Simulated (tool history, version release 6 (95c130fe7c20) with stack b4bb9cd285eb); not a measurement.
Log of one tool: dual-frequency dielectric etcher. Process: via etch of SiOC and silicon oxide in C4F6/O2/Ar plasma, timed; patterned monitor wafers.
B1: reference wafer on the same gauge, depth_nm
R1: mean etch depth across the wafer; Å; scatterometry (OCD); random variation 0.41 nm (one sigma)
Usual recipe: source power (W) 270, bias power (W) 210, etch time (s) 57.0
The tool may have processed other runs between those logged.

{"run": 1, "hour": 0.0, "source power (W)": 270, "bias power (W)": 210, "etch time (s)": 57.0, "B1": 55.6, "R1": 626}
{"hour": 16.0, "done": "source power generator calibrated"}
{"run": 2, "hour": 24.1, "source power (W)": 270, "bias power (W)": 227, "etch time (s)": 57.0, "B1": 55.5, "R1": 654}
{"run": 3, "hour": 85.8, "source power (W)": 270, "bias power (W)": 210, "etch time (s)": 57.0, "B1": 55.6, "R1": 627}
{"run": 4, "hour": 197.0, "source power (W)": 270, "bias power (W)": 210, "etch time (s)": 57.0, "B1": 55.5, "R1": 629}
{"run": 5, "hour": 245.2, "source power (W)": 270, "bias power (W)": 210, "etch time (s)": 57.0, "B1": 55.5, "R1": 625}
{"hour": 292.9, "done": "gauge calibrated"}
{"run": 6, "hour": 309.6, "source power (W)": 270, "bias power (W)": 210, "etch time (s)": 57.0, "B1": 55.5, "R1": 638}
{"run": 7, "hour": 342.3, "source power (W)": 320, "bias power (W)": 226, "etch time (s)": 63.5, "B1": 55.7, "R1": 790}
{"hour": 387.7, "done": "wet clean of the chamber"}
{"run": 8, "hour": 388.2, "source power (W)": 270, "bias power (W)": 210, "etch time (s)": 57.0, "B1": 55.6, "R1": 624}
{"run": 9, "hour": 448.6, "source power (W)": 220, "bias power (W)": 210, "etch time (s)": 57.0, "B1": 55.5, "R1": 565}
{"run": 10, "hour": 504.6, "source power (W)": 220, "bias power (W)": 239, "etch time (s)": 64.0, "B1": 55.5, "R1": 669}
{"run": 11, "hour": 566.8, "source power (W)": 270, "bias power (W)": 210, "etch time (s)": 63.0, "B1": 55.5, "R1": 694}
{"run": 12, "hour": 626.2, "source power (W)": 270, "bias power (W)": 210, "etch time (s)": 57.0, "B1": 55.6, "R1": 627}
{"hour": 631.7, "done": "bias power generator calibrated"}
{"run": 13, "hour": 687.5, "source power (W)": 270, "bias power (W)": 210, "etch time (s)": 57.0, "B1": 55.4, "R1": 632}
{"run": 14, "hour": 726.2, "source power (W)": 220, "bias power (W)": 210, "etch time (s)": 66.5, "B1": 55.5, "R1": 660}
{"run": 15, "hour": 794.1, "source power (W)": 290, "bias power (W)": 171, "etch time (s)": 71.0, "B1": 55.5, "R1": 755}
{"run": 16, "hour": 820.9, "source power (W)": 230, "bias power (W)": 172, "etch time (s)": 74.0, "B1": 55.5, "R1": 697}
{"run": 17, "hour": 852.4, "source power (W)": 230, "bias power (W)": 210, "etch time (s)": 57.0, "B1": 55.5, "R1": 584}
{"hour": 896.0, "done": "wet clean of the chamber"}
{"run": 18, "hour": 911.5, "source power (W)": 270, "bias power (W)": 210, "etch time (s)": 57.0, "B1": 55.5, "R1": 634}
{"run": 19, "hour": 950.8, "source power (W)": 270, "bias power (W)": 180, "etch time (s)": 43.5, "B1": 55.3, "R1": 452}
{"run": 20, "hour": 995.4, "source power (W)": 270, "bias power (W)": 210, "etch time (s)": 57.0, "B1": 55.3, "R1": 631}
{"run": 21, "hour": 1029.1, "source power (W)": 270, "bias power (W)": 210, "etch time (s)": 57.0, "B1": 55.6, "R1": 622}
{"run": 22, "hour": 1085.4, "source power (W)": 270, "bias power (W)": 210, "etch time (s)": 57.0, "B1": 55.5, "R1": 627}
{"run": 23, "hour": 1110.4, "source power (W)": 300, "bias power (W)": 210, "etch time (s)": 73.5, "B1": 55.6, "R1": 845}
{"run": 24, "hour": 1173.5, "source power (W)": 270, "bias power (W)": 242, "etch time (s)": 57.0, "B1": 55.5, "R1": 675}
{"run": 25, "hour": 1225.5, "source power (W)": 240, "bias power (W)": 210, "etch time (s)": 57.0, "B1": 55.5, "R1": 599}
{"run": 26, "hour": 1258.8, "source power (W)": 310, "bias power (W)": 252, "etch time (s)": 57.0, "B1": 55.5, "R1": 726}
{"run": 27, "hour": 1314.8, "source power (W)": 270, "bias power (W)": 253, "etch time (s)": 44.5, "B1": 55.6, "R1": 529}
{"run": 28, "hour": 1349.2, "source power (W)": 270, "bias power (W)": 184, "etch time (s)": 64.5, "B1": 55.4, "R1": 683}
{"run": 29, "hour": 1375.4, "source power (W)": 240, "bias power (W)": 210, "etch time (s)": 74.0, "B1": 55.4, "R1": 764}

Below are 5 alternative next runs, each starting from the tool's condition after run 29. Predict each:
{"run": "A", "hour": 1375.8, "source power (W)": 270, "bias power (W)": 210, "etch time (s)": 57.0, "B1": "?", "R1": "?"}
{"run": "B", "hour": 1375.8, "source power (W)": 340, "bias power (W)": 258, "etch time (s)": 73.0, "B1": "?", "R1": "?"}
{"run": "C", "hour": 1375.8, "source power (W)": 330, "bias power (W)": 167, "etch time (s)": 57.0, "B1": "?", "R1": "?"}
{"run": "D", "hour": 1375.8, "source power (W)": 270, "bias power (W)": 192, "etch time (s)": 57.0, "B1": "?", "R1": "?"}
{"run": "E", "hour": 1375.8, "source power (W)": 230, "bias power (W)": 191, "etch time (s)": 57.0, "B1": "?", "R1": "?"}

run=A B1=55.5 R1=633
run=B B1=55.5 R1=984
run=C B1=55.5 R1=642
run=D B1=55.5 R1=611
run=E B1=55.5 R1=560
Without the tool's unlogged condition, the same runs would have read:
run=A R1=633
run=B R1=984
run=C R1=642
run=D R1=611
run=E R1=560
